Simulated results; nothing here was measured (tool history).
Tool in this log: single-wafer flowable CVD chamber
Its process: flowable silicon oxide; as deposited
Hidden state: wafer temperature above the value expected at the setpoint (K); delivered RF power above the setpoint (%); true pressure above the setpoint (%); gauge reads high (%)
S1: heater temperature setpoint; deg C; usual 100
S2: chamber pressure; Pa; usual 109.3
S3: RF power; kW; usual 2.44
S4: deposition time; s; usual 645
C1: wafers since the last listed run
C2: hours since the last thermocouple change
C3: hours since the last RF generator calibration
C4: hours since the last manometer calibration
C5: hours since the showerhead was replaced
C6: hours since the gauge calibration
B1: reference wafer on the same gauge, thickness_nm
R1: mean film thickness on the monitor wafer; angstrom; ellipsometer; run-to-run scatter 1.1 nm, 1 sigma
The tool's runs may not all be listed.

run 1 hour=0 | S1=91 S2=109.3 S3=2.44 S4=645 | C1=0 C2=1267.8 C3=2084.8 C4=1702.6 C5=5954.8 C6=279.3 | B1=469.265 | R1=5688.33
run 2 hour=35.2 | S1=91 S2=109.3 S3=2.44 S4=645 | C1=76 C2=1303 C3=2120 C4=1737.8 C5=5990 C6=314.5 | B1=468.603 | R1=5692.55
run 3 hour=48.3 | S1=91 S2=109.3 S3=2.44 S4=645 | C1=28 C2=1316.1 C3=2133.1 C4=1750.9 C5=6003.1 C6=327.6 | B1=468.795 | R1=5721.69
run 4 hour=83.7 | S1=100 S2=109.3 S3=2.44 S4=645 | C1=77 C2=1351.5 C3=2168.5 C4=1786.3 C5=6038.5 C6=363 | B1=468.918 | R1=4107.28
-- hour=116.9 showerhead replaced
run 5 hour=117.4 | S1=100 S2=109.3 S3=2.44 S4=645 | C1=55 C2=1385.2 C3=2202.2 C4=1820 C5=0.5 C6=396.7 | B1=469.123 | R1=4134.77
run 6 hour=134.6 | S1=100 S2=109.3 S3=2.44 S4=645 | C1=37 C2=1402.4 C3=2219.4 C4=1837.2 C5=17.7 C6=413.9 | B1=469.068 | R1=4148.08
-- hour=136.8 gauge calibrated
run 7 hour=157 | S1=100 S2=109.3 S3=2.44 S4=645 | C1=48 C2=1424.8 C3=2241.8 C4=1859.6 C5=40.1 C6=20.2 | B1=469.217 | R1=4151.34
run 8 hour=184.3 | S1=100 S2=109.3 S3=2.865 S4=645 | C1=59 C2=1452.1 C3=2269.1 C4=1886.9 C5=67.4 C6=47.5 | B1=469.231 | R1=4255.84
run 9 hour=216.2 | S1=100 S2=109.3 S3=2.44 S4=645 | C1=69 C2=1484 C3=2301 C4=1918.8 C5=99.3 C6=79.4 | B1=468.841 | R1=4174.21
-- hour=225.2 RF generator calibrated
-- hour=253.5 thermocouple changed; heater temperature recalibrated
run 10 hour=254 | S1=109 S2=109.3 S3=2.44 S4=645 | C1=47 C2=0.5 C3=28.8 C4=1956.6 C5=137.1 C6=117.2 | B1=469.283 | R1=2685.7
-- hour=270.1 capacitance manometer re-zeroed and calibrated
run 11 hour=270.5 | S1=104 S2=130.8 S3=2.3 S4=586 | C1=18 C2=17 C3=45.3 C4=0.4 C5=153.6 C6=133.7 | B1=468.946 | R1=3685.71
run 12 hour=287.7 | S1=113 S2=90.1 S3=2.275 S4=645 | C1=37 C2=34.2 C3=62.5 C4=17.6 C5=170.8 C6=150.9 | B1=469.047 | R1=2000.39
run 13 hour=321.4 | S1=93 S2=98.1 S3=2.44 S4=645 | C1=73 C2=67.9 C3=96.2 C4=51.3 C5=204.5 C6=184.6 | B1=468.763 | R1=4625.43
run 14 hour=344.9 | S1=100 S2=109.3 S3=2.595 S4=565 | C1=51 C2=91.4 C3=119.7 C4=74.8 C5=228 C6=208.1 | B1=469.036 | R1=3514.68
run 15 hour=359.2 | S1=95 S2=109.3 S3=2.245 S4=645 | C1=31 C2=105.7 C3=134 C4=89.1 C5=242.3 C6=222.4 | B1=469.278 | R1=4726.44

For each entry between runs, how does the tool's hidden state at the last listed run before it compare with that at the first listed run after it?
Runs 4 to 5: showerhead replaced (hour 116.9)
  wafer temperature above the value expected at the setpoint (K): -2.51 -> -2.64; true pressure above the setpoint (%): -6.91 -> -6.94
  measured value less the no-hidden-state value, R1: +85.4 -> +103.88 angstrom
Runs 6 to 7: gauge calibrated (hour 136.8)
  wafer temperature above the value expected at the setpoint (K): -2.7 -> -2.79; true pressure above the setpoint (%): -6.96 -> -6.98
  measured value less the no-hidden-state value, R1: +113.57 -> +126.04 angstrom
Runs 9 to 10: RF generator calibrated (hour 225.2); thermocouple changed; heater temperature recalibrated (hour 253.5)
  wafer temperature above the value expected at the setpoint (K): -3.03 -> -0.135; true pressure above the setpoint (%): -7.03 -> -7.06
  measured value less the no-hidden-state value, R1: +160.6 -> -191.05 angstrom
Runs 10 to 11: capacitance manometer re-zeroed and calibrated (hour 270.1)
  true pressure above the setpoint (%): -7.06 -> -1.39
  measured value less the no-hidden-state value, R1: -191.05 -> -29.86 angstrom
